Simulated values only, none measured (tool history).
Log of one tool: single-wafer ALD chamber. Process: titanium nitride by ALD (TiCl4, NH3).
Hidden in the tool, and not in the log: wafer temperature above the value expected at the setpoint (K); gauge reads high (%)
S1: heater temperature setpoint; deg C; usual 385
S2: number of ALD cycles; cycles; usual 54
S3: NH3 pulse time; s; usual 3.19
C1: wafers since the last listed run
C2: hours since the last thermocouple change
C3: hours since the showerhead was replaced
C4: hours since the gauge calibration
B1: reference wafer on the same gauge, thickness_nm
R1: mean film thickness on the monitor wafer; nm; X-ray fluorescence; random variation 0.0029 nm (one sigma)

| run | hour | S1 | S2 | S3 | C1 | C2 | C3 | C4 | B1 | R1 |
|---|---|---|---|---|---|---|---|---|---|---|
| 1 | 0.0 | 385 | 54 | 3.19 | 0 | 164.7 | 1973.3 | 1155.0 | 1.193 | 1.189 |
| 2 | 38.0 | 385 | 54 | 3.19 | 157 | 202.7 | 2011.3 | 1193.0 | 1.194 | 1.192 |
| 3 | 92.1 | 385 | 54 | 3.19 | 223 | 256.8 | 2065.4 | 1247.1 | 1.195 | 1.185 |
| 4 | 132.1 | 389 | 54 | 3.19 | 165 | 296.8 | 2105.4 | 1287.1 | 1.195 | 1.188 |
| 5 | 424.7 | 389 | 54 | 3.19 | 1209 | 589.4 | 2398.0 | 1579.7 | 1.199 | 1.192 |
| 6 | 463.9 | 392 | 48 | 3.19 | 162 | 628.6 | 2437.2 | 1618.9 | 1.198 | 1.061 |
| 7 | 565.5 | 385 | 57 | 2.67 | 419 | 730.2 | 2538.8 | 1720.5 | 1.200 | 1.239 |
| 8 | 659.3 | 385 | 57 | 2.67 | 387 | 824.0 | 2632.6 | 1814.3 | 1.200 | 1.248 |
| 9 | 736.5 | 385 | 57 | 2.67 | 319 | 901.2 | 2709.8 | 1891.5 | 1.201 | 1.243 |
| 10 | 819.1 | 385 | 54 | 3.19 | 341 | 983.8 | 2792.4 | 1974.1 | 1.203 | 1.193 |
| 11 | 903.8 | 385 | 54 | 3.19 | 350 | 1068.5 | 2877.1 | 2058.8 | 1.202 | 1.195 |
| 12 | 998.1 | 385 | 54 | 3.19 | 389 | 1162.8 | 2971.4 | 2153.1 | 1.204 | 1.195 |
| 13 | 1098.4 | 385 | 54 | 3.19 | 414 | 1263.1 | 3071.7 | 2253.4 | 1.205 | 1.197 |
| 14 | 1202.2 | 385 | 54 | 3.19 | 429 | 1366.9 | 3175.5 | 2357.2 | 1.206 | 1.201 |
| 15 | 1258.9 | 385 | 54 | 3.19 | 234 | 1423.6 | 3232.2 | 2413.9 | 1.207 | 1.199 |
|  | 1290.8 | gauge calibrated |
| 16 | 1300.6 | 385 | 54 | 3.19 | 172 | 1465.3 | 3273.9 | 9.8 | 1.183 | 1.175 |
| 17 | 1370.1 | 385 | 54 | 3.19 | 287 | 1534.8 | 3343.4 | 79.3 | 1.184 | 1.181 |
| 18 | 1411.5 | 385 | 57 | 4.01 | 171 | 1576.2 | 3384.8 | 120.7 | 1.184 | 1.262 |
|  | 1428.3 | showerhead replaced |
| 19 | 1484.6 | 396 | 46 | 4.30 | 269 | 1649.3 | 56.3 | 193.8 | 1.185 | 1.025 |
| 20 | 1575.4 | 385 | 65 | 2.34 | 375 | 1740.1 | 147.1 | 284.6 | 1.186 | 1.378 |
| 21 | 1674.9 | 397 | 54 | 3.82 | 411 | 1839.6 | 246.6 | 384.1 | 1.188 | 1.196 |
| 22 | 1745.9 | 385 | 54 | 3.19 | 293 | 1910.6 | 317.6 | 455.1 | 1.188 | 1.183 |
| 23 | 1843.2 | 394 | 63 | 2.80 | 402 | 2007.9 | 414.9 | 552.4 | 1.188 | 1.373 |
|  | 1906.4 | thermocouple changed; heater temperature recalibrated |
| 24 | 1910.9 | 393 | 51 | 3.66 | 246 | 4.5 | 482.6 | 620.1 | 1.189 | 1.131 |
| 25 | 1982.3 | 378 | 50 | 3.19 | 295 | 75.9 | 554.0 | 691.5 | 1.190 | 1.088 |
| 26 | 2049.8 | 385 | 54 | 3.19 | 279 | 143.4 | 621.5 | 759.0 | 1.190 | 1.182 |
| 27 | 2087.9 | 375 | 62 | 3.19 | 157 | 181.5 | 659.6 | 797.1 | 1.191 | 1.354 |
| 28 | 2192.9 | 379 | 48 | 4.19 | 434 | 286.5 | 764.6 | 902.1 | 1.192 | 1.066 |
| 29 | 2280.8 | 396 | 46 | 4.30 | 363 | 374.4 | 852.5 | 990.0 | 1.193 | 1.033 |
| 30 | 2330.8 | 385 | 61 | 2.28 | 206 | 424.4 | 902.5 | 1040.0 | 1.193 | 1.294 |
| 31 | 2394.9 | 385 | 54 | 4.05 | 264 | 488.5 | 966.6 | 1104.1 | 1.194 | 1.208 |
| 32 | 2472.4 | 395 | 54 | 3.19 | 320 | 566.0 | 1044.1 | 1181.6 | 1.195 | 1.193 |
| 33 | 2547.8 | 378 | 54 | 2.86 | 311 | 641.4 | 1119.5 | 1257.0 | 1.195 | 1.166 |

5 ways to go on from here, each from the tool as it stands after run 33. What would each give?
| A | 2548.3 | 385 | 54 | 3.19 | 2 | 641.9 | 1120.0 | 1257.5 | ? | ? |
| B | 2548.3 | 400 | 58 | 3.81 | 2 | 641.9 | 1120.0 | 1257.5 | ? | ? |
| C | 2548.3 | 380 | 57 | 2.40 | 2 | 641.9 | 1120.0 | 1257.5 | ? | ? |
| D | 2548.3 | 392 | 65 | 2.39 | 2 | 641.9 | 1120.0 | 1257.5 | ? | ? |
| E | 2548.3 | 385 | 54 | 4.18 | 2 | 641.9 | 1120.0 | 1257.5 | ? | ? |

| run | B1 | R1 |
|---|---|---|
| A | 1.196 | 1.184 |
| B | 1.196 | 1.293 |
| C | 1.196 | 1.211 |
| D | 1.196 | 1.399 |
| E | 1.196 | 1.202 |
Without the tool's hidden state the same runs would have given:
| run | R1 |
|---|---|
| A | 1.168 |
| B | 1.276 |
| C | 1.195 |
| D | 1.381 |
| E | 1.186 |

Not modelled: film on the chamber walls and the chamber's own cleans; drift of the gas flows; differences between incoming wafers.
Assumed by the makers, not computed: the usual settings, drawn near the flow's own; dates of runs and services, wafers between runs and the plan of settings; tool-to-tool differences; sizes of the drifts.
